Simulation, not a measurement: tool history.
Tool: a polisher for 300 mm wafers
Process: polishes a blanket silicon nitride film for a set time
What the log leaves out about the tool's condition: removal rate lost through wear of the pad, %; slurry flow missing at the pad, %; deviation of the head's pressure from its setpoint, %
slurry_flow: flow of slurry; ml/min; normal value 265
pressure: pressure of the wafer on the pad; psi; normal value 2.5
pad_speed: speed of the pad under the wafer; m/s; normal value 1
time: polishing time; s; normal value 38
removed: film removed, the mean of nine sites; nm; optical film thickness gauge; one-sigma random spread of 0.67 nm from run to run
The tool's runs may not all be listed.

run	hour	slurry_flow	pressure	pad_speed	time	wafers since the last listed run	wafers polished on this pad	hours since the slurry nozzle was cleaned	hours since the head pressure was calibrated	incoming thickness of the incoming film, nm	removed
1	0	265	2.5	1	35	0	4333	466.4	288.3	560.5	49
2	63.6	290	2.5	1	38	1121	5455	530	351.9	560.6	54.3
3	155.2	290	2.5	1	38	1615	7071	621.6	443.5	567.4	54.6
4	244.4	290	2.5	1	38	1573	8645	710.8	532.7	574.9	55.2
# hour 276.7: slurry nozzle cleaned
# hour 338.9: worn pad replaced by a new one
5	350.2	265	2.5	1	38	1778	198	73.5	638.5	577.6	53.4
# hour 521: head pressure recalibrated
6	625.2	265	2.5	1	38	4816	5015	348.5	104.2	565.5	50.1
7	668.3	265	2.5	1	38	760	5775	391.6	147.3	571.6	50.6
8	759.5	265	2.5	1	38	1608	7384	482.8	238.5	565.8	51.5
9	848.4	265	2.5	1	38	1568	8952	571.7	327.4	566.4	52.9
# hour 901.3: worn pad replaced by a new one
10	945	265	2.5	1	38	1633	771	668.3	424	575.3	53.4
11	1033.1	265	2.5	1	38	1554	2325	756.4	512.1	558.1	53.8
# hour 1060.9: slurry nozzle cleaned
12	1099.9	265	2.5	1	38	1160	3486	39	578.9	569.3	54.2
13	1146	340	2.5	1	38	813	4299	85.1	625	559.6	55
14	1211.6	340	2.5	1	38	1157	5456	150.7	690.6	575.3	55.8
15	1272	285	2.5	1	38	1065	6522	211.1	751	573.7	52.8
# hour 1443: worn pad replaced by a new one
# hour 1498.5: head pressure recalibrated
16	1503.4	265	2.5	1	38	3976	1029	442.5	4.9	568.7	48.3
17	1578	265	2.3	1.12	38	1316	2345	517.1	79.5	574.6	49.2
18	1633.9	320	2.5	1	38	986	3331	573	135.4	577.9	50.2
19	1714.1	265	2.5	1	38	1414	4746	653.2	215.6	581.7	50.3
20	1761.4	265	2.5	1	44	834	5580	700.5	262.9	570	59
21	1846.8	265	2.5	1	38	1506	7087	785.9	348.3	574	52.2
# hour 1885.8: slurry nozzle cleaned
# hour 1924.9: worn pad replaced by a new one
22	1937	265	2.5	1	38	1503	213	51.2	438.5	572	53.1
23	1977.5	205	1.7	0.7	46	714	928	91.7	479	576.4	34.1
24	2066.2	265	2.5	0.72	38	1564	2492	180.4	567.7	569.3	43.1
25	2157.6	265	2.5	1	38	1612	4105	271.8	659.1	577.5	54
26	2226.8	355	2.9	1.14	33	1220	5326	341	728.3	565.6	59.9
27	2270.7	265	2.5	1	34	774	6100	384.9	772.2	581.5	47.4
28	2368.7	265	2.5	1	28	1728	7829	482.9	870.2	560.7	39.8

Expected results for the next run?
# hour 2428.8: head pressure recalibrated
29	2465.7	265	2.5	1	38	1675	9505	579.9	36.9	560.5	?

Run 29 gave removed 49.6 nm.
Take away the tool's hidden state, keep the run-to-run variation as it was, and the same run would have given removed 48.5 nm.
